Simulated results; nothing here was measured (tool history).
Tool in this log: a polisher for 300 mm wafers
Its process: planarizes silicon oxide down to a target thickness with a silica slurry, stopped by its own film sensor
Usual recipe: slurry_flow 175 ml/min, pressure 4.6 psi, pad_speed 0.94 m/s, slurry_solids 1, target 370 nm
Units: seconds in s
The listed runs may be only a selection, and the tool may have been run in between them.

run	day	slurry_flow	pressure	pad_speed	slurry_solids	target	incoming thickness of the incoming film, nm	seconds
1	0	175	4.6	0.94	1	458	806.4	108.7
# day 0.688: worn pad replaced by a new one
2	3	175	4.6	0.94	1	458	827.2	116.3
3	6.758	175	4.6	0.94	1	458	814.1	112.3
4	9.546	175	4.6	0.94	1	370	799.8	133.5
5	12.292	175	4.6	0.94	1	370	807.3	139.7
6	15.583	175	4.6	0.94	0.75	370	821.7	176.4
7	19	175	5.5	0.8	1	370	811.3	133.3
8	22.721	175	4.1	0.94	1	370	817.7	157.1
9	24.262	175	4.6	0.8	1	370	802.7	156.4
# day 24.808: conditioning disc replaced and pad reconditioned
# day 25.4: slurry blender recalibrated
# day 25.796: head pressure recalibrated
# day 27.604: worn pad replaced by a new one
10	28.383	140	3.1	1.08	1	437	806.3	162.4
11	30.029	150	4.6	1.04	0.85	370	821.1	152.2
12	33.217	175	4.6	0.82	1.15	370	810.3	141.5
# day 35.583: slurry nozzle cleaned
13	36.912	155	6.2	1.06	1.1	370	813	90.2
14	38.546	175	4.6	0.94	1	370	824.5	144.6
15	42.012	175	4.6	0.94	1	370	818.5	139.2
16	45.996	225	4	0.94	1	370	816.4	153.9
17	49.679	175	4.6	0.94	0.85	370	793.9	148.9
18	51.392	195	4.6	0.76	1	370	803.2	159.6
19	52.896	175	4.6	0.94	1.3	455	811.8	94.6
# day 55.288: conditioning disc replaced and pad reconditioned
20	55.358	130	3.7	0.94	0.85	370	799.3	197.5
# day 57.046: worn pad replaced by a new one
# day 57.267: slurry blender recalibrated
21	57.912	155	4.6	0.94	1	370	804.4	139.7
# day 58.604: head pressure recalibrated
22	64.458	175	5.6	0.94	1	370	805.6	113.1
# day 65.375: slurry nozzle cleaned
23	66.858	135	4.6	0.94	1	304	806.5	164.9
24	76.662	120	6	1.18	1	370	822.5	98.7
25	80.042	175	6	0.94	1	370	814.9	108.1
# day 80.779: conditioning disc replaced and pad reconditioned
# day 81.542: slurry blender recalibrated
26	81.925	175	6.2	0.94	1	502	802.2	68.4

What the log doesn't show, run by run:
removal rate lost through wear of the pad, %: 0 at every run
slurry flow missing at the pad, %: 0 at every run
deviation of the head's pressure from its setpoint, %: 0 at every run
abrasive missing from the slurry, %: 0 at every run
time polished since the conditioner stopped cutting, s: 0 at every run

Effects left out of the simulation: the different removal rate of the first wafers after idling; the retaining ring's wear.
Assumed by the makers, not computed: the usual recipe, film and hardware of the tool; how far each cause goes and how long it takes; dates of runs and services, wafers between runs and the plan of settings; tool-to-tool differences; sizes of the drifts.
